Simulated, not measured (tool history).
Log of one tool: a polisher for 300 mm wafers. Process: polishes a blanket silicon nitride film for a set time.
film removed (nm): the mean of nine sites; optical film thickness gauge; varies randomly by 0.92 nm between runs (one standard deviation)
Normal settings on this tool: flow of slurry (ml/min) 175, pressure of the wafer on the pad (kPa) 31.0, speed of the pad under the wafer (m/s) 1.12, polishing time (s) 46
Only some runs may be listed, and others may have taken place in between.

run,day,flow of slurry (ml/min),pressure of the wafer on the pad (kPa),speed of the pad under the wafer (m/s),polishing time (s),"incoming thickness of the incoming film, nm",film removed (nm)
1,0.000,200,31.0,1.12,36,710.7,65.5
# day 0.454: worn pad replaced by a new one
2,0.538,175,31.0,1.12,46,712.7,86.2
3,0.917,175,31.0,0.96,46,722.4,74.6
4,1.658,175,31.0,0.96,46,720.7,73.7
5,2.150,175,31.0,1.12,46,731.0,81.2
6,2.729,175,31.0,1.12,46,719.2,82.3
7,3.329,175,31.0,1.12,46,712.1,82.1
8,3.867,175,31.0,1.12,46,721.5,82.9
9,4.496,175,31.0,1.12,46,708.0,81.4
10,4.988,175,31.0,1.12,46,715.0,80.7
11,5.246,175,31.0,1.12,46,722.8,82.2
# day 5.696: worn pad replaced by a new one
12,5.846,175,31.0,1.04,46,710.6,78.8
13,6.279,175,31.0,1.04,46,721.1,79.6
14,6.667,175,31.0,1.04,46,711.6,78.2
15,7.358,175,31.0,1.12,46,720.8,82.8
16,8.025,175,31.0,1.12,46,722.4,80.4
17,8.612,175,31.0,1.12,46,723.7,82.6
18,9.054,155,31.0,0.84,46,709.1,62.9
19,9.758,175,31.0,1.12,46,734.8,80.5
20,10.292,220,31.0,0.78,46,716.4,62.7
# day 10.692: worn pad replaced by a new one
21,10.733,125,26.9,1.32,37,734.4,62.1
22,11.425,200,39.3,1.00,46,719.9,97.9
23,11.725,175,31.0,1.12,46,718.1,82.7
24,13.054,175,31.0,1.12,46,729.4,82.2
# day 13.546: head pressure recalibrated
25,13.704,175,31.0,1.12,46,725.9,85.9
# day 14.271: slurry nozzle cleaned
26,15.462,220,28.3,1.12,41,718.4,72.4
# day 15.667: worn pad replaced by a new one
27,16.000,135,24.8,0.88,60,733.2,72.7
28,16.429,210,25.5,0.92,53,717.7,73.6
29,16.804,225,41.4,1.52,62,717.2,206.4
30,17.233,175,34.5,1.12,46,718.3,94.2
31,17.688,155,31.0,1.12,46,720.4,83.6
32,18.096,210,35.2,1.12,46,721.3,100.8
33,18.838,230,20.0,1.12,40,725.6,49.7
34,19.462,220,28.3,1.12,41,726.2,71.7
35,20.017,120,31.0,1.36,46,729.0,92.3
36,20.571,175,31.0,1.12,58,719.4,104.4
# day 20.829: worn pad replaced by a new one
37,21.154,175,31.0,1.12,46,710.9,84.4
38,21.483,220,23.4,1.12,61,726.9,87.8

Subtracting, for every run, the result it would have given without the tool's unlogged condition from the measured result gives the following. The same run-to-run variation enters both numbers; the gauge's scatter may not:
What the log doesn't record here: removal rate lost through wear of the pad, %; slurry flow missing at the pad, %; deviation of the head's pressure from its setpoint, %.
run,film removed (nm)
1,-7.4
2,-6.3
3,-6.1
4,-7.2
5,-8.4
6,-9.0
7,-9.5
8,-9.8
9,-9.8
10,-9.8
11,-10.1
12,-6.2
13,-7.1
14,-7.5
15,-8.8
16,-9.1
17,-9.7
18,-7.5
19,-9.8
20,-7.8
21,-5.1
22,-9.6
23,-8.7
24,-9.9
25,-3.6
26,-4.5
27,-1.8
28,-2.6
29,-9.2
30,-5.0
31,-5.1
32,-6.6
33,-3.7
34,-5.7
35,-7.8
36,-9.1
37,-5.2
38,-6.1
